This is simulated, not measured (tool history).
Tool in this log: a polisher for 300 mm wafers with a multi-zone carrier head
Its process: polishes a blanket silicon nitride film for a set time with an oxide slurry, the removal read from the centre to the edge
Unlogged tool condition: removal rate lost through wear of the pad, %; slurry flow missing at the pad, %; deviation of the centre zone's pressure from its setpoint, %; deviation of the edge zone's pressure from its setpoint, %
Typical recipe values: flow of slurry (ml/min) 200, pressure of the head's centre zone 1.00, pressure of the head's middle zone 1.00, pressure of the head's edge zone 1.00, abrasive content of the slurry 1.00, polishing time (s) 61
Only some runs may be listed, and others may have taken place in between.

run    hour  flow of slurry (ml/min)  pressure of the head's centre zone  pressure of the head's middle zone  pressure of the head's edge zone  abrasive content of the slurry  polishing time (s)  wafers since the last listed run  wafers polished on this pad  hours since the slurry nozzle was cleaned  hours since the centre zone pressure was calibrated  hours since the edge zone pressure was calibrated  hours since the carrier head's membrane was replaced  incoming thickness of the incoming film, nm  film removed at the wafer's centre (angstrom)  film removed at mid-radius (angstrom)  film removed at the wafer's edge (angstrom)
  1     0.0                      200                                1.00                                1.00                              1.08                            1.00                  61                                 0                         2831                                      204.8                                                304.3                                              218.7                                                 809.7                                        280.0                                            463                                    471                                          485
  2    59.0                      200                                1.00                                1.00                              1.00                            1.00                  61                               471                         3303                                      263.8                                                363.3                                              277.7                                                 868.7                                        281.3                                            464                                    457                                          478
  3   126.0                      200                                1.03                                0.88                              0.88                            1.00                  53                               535                         3839                                      330.8                                                430.3                                              344.7                                                 935.7                                        282.3                                            413                                    362                                          376
      138.7  -- worn pad replaced by a new one
      151.7  -- carrier head's membrane replaced by a new one
  4   191.9                      245                                0.96                                1.00                              1.00                            0.75                  78                               455                          385                                      396.7                                                496.2                                              410.6                                                  40.2                                        278.6                                            529                                    547                                          552
  5   227.5                      200                                1.00                                1.08                              1.10                            1.00                  61                               284                          670                                      432.3                                                531.8                                              446.2                                                  75.8                                        283.3                                            456                                    495                                          501
  6   281.8                      200                                1.00                                1.00                              1.00                            1.00                  61                               434                         1104                                      486.6                                                586.1                                              500.5                                                 130.1                                        276.5                                            452                                    460                                          472
  7   330.0                      200                                1.10                                1.08                              0.96                            1.15                  61                               385                         1490                                      534.8                                                634.3                                              548.7                                                 178.3                                        283.5                                            530                                    508                                          477
      342.4  -- slurry nozzle cleaned
      348.8  -- centre zone pressure recalibrated
  8   438.1                      200                                1.09                                0.91                              1.00                            1.00                  61                               840                         2331                                       95.7                                                 89.3                                              656.8                                                 286.4                                        280.1                                            508                                    431                                          467
  9   487.8                      200                                0.93                                0.92                              1.09                            1.00                  61                               397                         2728                                      145.4                                                139.0                                              706.5                                                 336.1                                        277.0                                            426                                    442                                          483
 10   535.2                      220                                1.10                                1.00                              1.00                            1.00                  61                               379                         3107                                      192.8                                                186.4                                              753.9                                                 383.5                                        279.4                                            510                                    478                                          480
      571.4  -- worn pad replaced by a new one
 11   574.6                      200                                1.07                                1.00                              0.93                            0.85                  49                               283                           25                                      232.2                                                225.8                                              793.3                                                 422.9                                        279.5                                            382                                    357                                          346
 12   618.4                      200                                1.00                                0.92                              1.06                            1.20                  41                               350                          375                                      276.0                                                269.6                                              837.1                                                 466.7                                        285.9                                            337                                    317                                          358
 13   682.0                      200                                1.00                                1.00                              1.00                            1.00                  61                               508                          884                                      339.6                                                333.2                                              900.7                                                 530.3                                        279.9                                            464                                    475                                          474
      700.5  -- edge zone pressure recalibrated
 14   747.6                      200                                1.00                                1.00                              1.00                            1.00                  61                               508                         1393                                      405.2                                                398.8                                               47.1                                                 595.9                                        281.5                                            460                                    464                                          475
 15   795.4                      200                                1.00                                0.91                              1.00                            1.00                  61                               382                         1775                                      453.0                                                446.6                                               94.9                                                 643.7                                        280.3                                            453                                    428                                          465
 16   839.7                      200                                1.00                                1.11                              1.00                            1.00                  61                               354                         2129                                      497.3                                                490.9                                              139.2                                                 688.0                                        284.4                                            453                                    512                                          454
 17   864.0                      200                                1.00                                0.96                              1.07                            1.00                  61                               194                         2324                                      521.6                                                515.2                                              163.5                                                 712.3                                        279.8                                            452                                    443                                          475
      895.9  -- slurry nozzle cleaned
      902.1  -- centre zone pressure recalibrated
 18   922.7                      200                                1.00                                0.92                              0.90                            1.00                  61                               445                         2769                                       26.8                                                 20.6                                              222.2                                                 771.0                                        283.0                                            466                                    438                                          449
 19   975.2                      200                                1.03                                0.88                              0.88                            1.00                  53                               419                         3189                                       79.3                                                 73.1                                              274.7                                                 823.5                                        277.9                                            415                                    365                                          390
 20  1033.5                      155                                0.95                                1.08                              1.00                            1.15                  61                               466                         3656                                      137.6                                                131.4                                              333.0                                                 881.8                                        278.0                                            437                                    496                                          479
     1081.7  -- worn pad replaced by a new one
 21  1094.2                      200                                1.00                                1.08                              1.00                            1.15                  81                               453                          100                                      198.3                                                192.1                                              393.7                                                 942.5                                        279.3                                            669                                    725                                          674
 22  1127.5                      260                                1.00                                1.00                              0.95                            0.90                  61                               266                          366                                      231.6                                                225.4                                              427.0                                                 975.8                                        281.8                                            469                                    481                                          461

Some steps in film removed at the wafer's centre (angstrom), run to run, broken into two amounts with sign: the step expected even without the hidden condition (settings, incoming material, random variation), and the rest, left for the hidden condition together with whatever gauge scatter is not in both the measured and the hidden-condition-free result:
Run 7 -> 8: pressure of the head's centre zone 1.10 -> 1.09, pressure of the head's middle zone 1.08 -> 0.91, pressure of the head's edge zone 0.96 -> 1.00, abrasive content of the slurry 1.15 -> 1.00, slurry nozzle cleaned, centre zone pressure recalibrated. film removed at the wafer's centre (angstrom) -22: hidden state +15, all else -37.
Run 17 -> 18: pressure of the head's middle zone 0.96 -> 0.92, pressure of the head's edge zone 1.07 -> 0.90, slurry nozzle cleaned, centre zone pressure recalibrated. film removed at the wafer's centre (angstrom) +14: hidden state +17, all else -3.
Run 20 -> 21: flow of slurry (ml/min) 155 -> 200, pressure of the head's centre zone 0.95 -> 1.00, polishing time (s) 61 -> 81, worn pad replaced by a new one. film removed at the wafer's centre (angstrom) +232: hidden state +10, all else +222.
Run 21 -> 22: flow of slurry (ml/min) 200 -> 260, pressure of the head's middle zone 1.08 -> 1.00, pressure of the head's edge zone 1.00 -> 0.95, abrasive content of the slurry 1.15 -> 0.90, polishing time (s) 81 -> 61. film removed at the wafer's centre (angstrom) -200: hidden state +0, all else -200.

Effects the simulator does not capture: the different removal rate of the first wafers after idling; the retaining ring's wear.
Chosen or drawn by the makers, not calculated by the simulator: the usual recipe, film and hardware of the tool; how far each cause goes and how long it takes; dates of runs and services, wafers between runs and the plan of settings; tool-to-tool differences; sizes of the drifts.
